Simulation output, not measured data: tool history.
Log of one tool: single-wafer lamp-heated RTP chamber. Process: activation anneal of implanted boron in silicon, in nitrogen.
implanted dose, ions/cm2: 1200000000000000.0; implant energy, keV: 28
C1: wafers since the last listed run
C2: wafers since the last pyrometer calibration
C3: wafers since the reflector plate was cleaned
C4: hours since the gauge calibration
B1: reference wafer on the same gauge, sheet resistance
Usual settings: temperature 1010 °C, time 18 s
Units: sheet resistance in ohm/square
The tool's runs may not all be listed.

Run 1, hour 0.0: usual settings but time 23 s; C1 0; C2 6773; C3 4634; C4 1332.6; B1 116.05. Result: sheet resistance 101.70 ohm/square.
Run 2, hour 28.2: usual settings but time 23 s; C1 385; C2 7159; C3 5019; C4 1360.8; B1 116.01. Result: sheet resistance 101.21 ohm/square.
At hour 71.0: reflector plate cleaned.
Run 3, hour 71.5: usual settings but time 25 s; C1 482; C2 7642; C3 6; C4 1404.1; B1 115.90. Result: sheet resistance 102.21 ohm/square.
Run 4, hour 104.3: usual settings but time 25 s; C1 448; C2 8090; C3 454; C4 1436.9; B1 115.97. Result: sheet resistance 102.17 ohm/square.
Run 5, hour 136.0: usual settings but time 25 s; C1 433; C2 8524; C3 888; C4 1468.6; B1 115.99. Result: sheet resistance 102.11 ohm/square.
At hour 144.1: pyrometer window cleaned and pyrometer calibrated.
Run 6, hour 293.3: usual settings but temperature 988 °C, time 24 s; C1 2041; C2 2040; C3 2929; C4 1625.9; B1 115.99. Result: sheet resistance 106.52 ohm/square.
Run 7, hour 332.9: usual settings but temperature 1033 °C; C1 541; C2 2581; C3 3471; C4 1665.5; B1 115.87. Result: sheet resistance 99.26 ohm/square.
Run 8, hour 393.0: usual settings but temperature 1033 °C; C1 821; C2 3403; C3 4293; C4 1725.6; B1 115.97. Result: sheet resistance 99.34 ohm/square.
Run 9, hour 439.4: usual settings but time 14 s; C1 634; C2 4038; C3 4927; C4 1772.0; B1 116.00. Result: sheet resistance 101.96 ohm/square.
Run 10, hour 488.4: usual settings but time 14 s; C1 670; C2 4708; C3 5597; C4 1821.0; B1 115.97. Result: sheet resistance 101.91 ohm/square.
At hour 543.3: reflector plate cleaned.
Run 11, hour 543.8: usual settings but temperature 1026 °C; C1 648; C2 5356; C3 7; C4 1876.4; B1 115.99. Result: sheet resistance 100.06 ohm/square.
Run 12, hour 570.7: usual settings but temperature 1026 °C; C1 367; C2 5724; C3 375; C4 1903.3; B1 116.07. Result: sheet resistance 100.34 ohm/square.
Run 13, hour 629.6: usual settings but temperature 1019 °C; C1 805; C2 6529; C3 1180; C4 1962.2; B1 115.96. Result: sheet resistance 100.82 ohm/square.
At hour 729.0: pyrometer window cleaned and pyrometer calibrated.
Run 14, hour 803.9: usual settings; C1 2274; C2 1023; C3 3454; C4 2136.5; B1 115.93. Result: sheet resistance 102.12 ohm/square.
At hour 817.1: gauge calibrated.
Run 15, hour 832.7: usual settings; C1 393; C2 1417; C3 3848; C4 15.6; B1 115.89. Result: sheet resistance 102.10 ohm/square.
Run 16, hour 899.1: usual settings; C1 907; C2 2325; C3 4756; C4 82.0; B1 115.94. Result: sheet resistance 101.97 ohm/square.
Run 17, hour 948.9: usual settings but temperature 1040 °C, time 23 s; C1 680; C2 3006; C3 5437; C4 131.8; B1 116.00. Result: sheet resistance 99.14 ohm/square.
Run 18, hour 1018.8: usual settings; C1 955; C2 3962; C3 6393; C4 201.7; B1 115.94. Result: sheet resistance 101.54 ohm/square.
At hour 1049.5: reflector plate cleaned.
Run 19, hour 1063.5: usual settings but temperature 1022 °C, time 27 s; C1 501; C2 4464; C3 191; C4 246.4; B1 116.07. Result: sheet resistance 99.91 ohm/square.
Run 20, hour 1100.2: usual settings but temperature 1028 °C, time 23 s; C1 501; C2 4966; C3 693; C4 283.1; B1 116.05. Result: sheet resistance 100.17 ohm/square.
Run 21, hour 1147.5: usual settings but temperature 1033 °C; C1 646; C2 5613; C3 1340; C4 330.4; B1 116.02. Result: sheet resistance 100.00 ohm/square.
Run 22, hour 1180.1: usual settings but temperature 1029 °C; C1 445; C2 6058; C3 1786; C4 363.0; B1 116.07. Result: sheet resistance 100.72 ohm/square.
Run 23, hour 1238.9: usual settings; C1 804; C2 6862; C3 2590; C4 421.8; B1 116.04. Result: sheet resistance 101.24 ohm/square.
At hour 1333.7: pyrometer window cleaned and pyrometer calibrated.
Run 24, hour 1444.6: usual settings but temperature 988 °C, time 24 s; C1 2703; C2 1515; C3 5293; C4 627.5; B1 116.02. Result: sheet resistance 105.11 ohm/square.
At hour 1486.4: reflector plate cleaned.
Run 25, hour 1486.9: usual settings but temperature 1022 °C, time 13 s; C1 469; C2 1984; C3 7; C4 669.8; B1 116.06. Result: sheet resistance 101.29 ohm/square.
Run 26, hour 1504.9: usual settings but temperature 1000 °C, time 8 s; C1 246; C2 2231; C3 253; C4 687.8; B1 116.17. Result: sheet resistance 107.79 ohm/square.
Run 27, hour 1534.3: usual settings but time 9 s; C1 402; C2 2633; C3 655; C4 717.2; B1 115.94. Result: sheet resistance 104.03 ohm/square.
Run 28, hour 1562.7: usual settings but temperature 993 °C, time 10 s; C1 388; C2 3021; C3 1043; C4 745.6; B1 115.90. Result: sheet resistance 109.32 ohm/square.
Run 29, hour 1629.7: usual settings but temperature 1039 °C, time 23 s; C1 916; C2 3937; C3 1959; C4 812.6; B1 115.87. Result: sheet resistance 99.16 ohm/square.
Run 30, hour 1685.4: usual settings but time 27 s; C1 761; C2 4699; C3 2721; C4 868.3; B1 115.98. Result: sheet resistance 102.07 ohm/square.
Run 31, hour 1874.6: usual settings but temperature 996 °C; C1 2587; C2 7286; C3 5308; C4 1057.5; B1 115.90. Result: sheet resistance 103.91 ohm/square.
At hour 1890.8: reflector plate cleaned.
Run 32, hour 1926.2: usual settings but time 12 s; C1 596; C2 7882; C3 483; C4 1109.1; B1 115.83. Result: sheet resistance 102.92 ohm/square.
At hour 1968.4: pyrometer window cleaned and pyrometer calibrated.
Run 33, hour 1981.9: usual settings but temperature 1019 °C, time 24 s; C1 652; C2 184; C3 1135; C4 1164.8; B1 116.04. Result: sheet resistance 100.65 ohm/square.
Run 34, hour 2035.7: usual settings but temperature 982 °C; C1 735; C2 920; C3 1871; C4 1218.6; B1 115.97. Result: sheet resistance 110.36 ohm/square.
Run 35, hour 2062.9: usual settings; C1 371; C2 1292; C3 2243; C4 1245.8; B1 116.00. Result: sheet resistance 101.41 ohm/square.

The tool's hidden state at each run:
true wafer temperature minus pyrometer reading, K: 0 in every run
gauge reads high (%): 0 in every run
H1: wafer temperature error from the tarnished reflector plate, K
run     H1
  1   6.18
  2   6.69
  3  0.545
  4   1.14
  5   1.71
  6   4.56
  7   5.28
  8   6.37
  9   7.21
 10    8.1
 11  0.597
 12   1.08
 13   2.15
 14   5.31
 15   5.83
 16   7.03
 17   7.93
 18    9.2
 19   1.86
 20   2.53
 21   3.39
 22   3.98
 23   5.04
 24   8.77
 25  0.156
 26  0.482
 27   1.01
 28   1.53
 29   2.74
 30   3.75
 31   7.18
 32   1.95
 33   2.96
 34   3.94
 35   4.43
